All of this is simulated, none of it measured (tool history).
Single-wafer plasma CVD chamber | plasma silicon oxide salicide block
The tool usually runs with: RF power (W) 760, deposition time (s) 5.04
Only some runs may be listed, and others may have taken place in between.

run	hour	RF power (W)	deposition time (s)	read-back reference wafer on the same gauge, thickness_nm	mean film thickness on the monitor wafer (angstrom)
1	0.0	760	5.04	68.212	598.24
2	67.7	760	5.04	68.267	597.64
3	122.3	760	5.04	68.226	598.51
4	152.5	760	5.04	68.194	596.33
5	200.9	760	5.04	68.188	597.52
6	250.8	760	5.04	68.249	597.13
7	319.9	760	5.04	68.192	595.15
8	346.5	760	4.39	68.166	520.86
9	397.6	760	4.39	68.257	517.31
10	456.8	760	4.39	68.205	517.02
11	497.1	760	4.70	68.269	556.52
12	536.8	760	4.70	68.260	556.76
13	601.6	850	5.04	68.279	616.84
14	636.6	850	5.04	68.205	617.58
15	705.8	685	5.04	68.204	571.87
# hour 724.5: gauge calibrated
16	913.0	910	5.50	68.171	687.13
17	982.1	650	4.09	68.180	454.99
# hour 1024.8: RF generator calibrated
18	1036.5	815	5.93	68.166	725.03
# hour 1049.9: showerhead replaced
19	1081.4	830	5.44	68.217	668.72
20	1148.4	870	5.70	68.187	712.53
21	1192.2	880	4.17	68.182	520.66
22	1252.6	810	4.65	68.234	564.73
23	1288.7	655	4.06	68.189	458.96
24	1314.5	760	5.04	68.184	600.29
25	1382.2	650	5.48	68.207	613.79
26	1407.6	685	4.61	68.140	529.84
27	1448.8	670	5.04	68.246	573.25
28	1473.6	760	5.04	68.179	599.49

Forecast each of these 3 alternatives for the next run:
A	1474.0	760	5.04	?	?
B	1474.0	630	4.61	?	?
C	1474.0	905	5.04	?	?

run	read-back reference wafer on the same gauge, thickness_nm	mean film thickness on the monitor wafer (angstrom)
A	68.237	599.98
B	68.237	514.53
C	68.237	636.17
Take away the tool's hidden state, keep each run's random variation, and the runs would have read:
run	mean film thickness on the monitor wafer (angstrom)
A	603.25
B	517.34
C	639.64
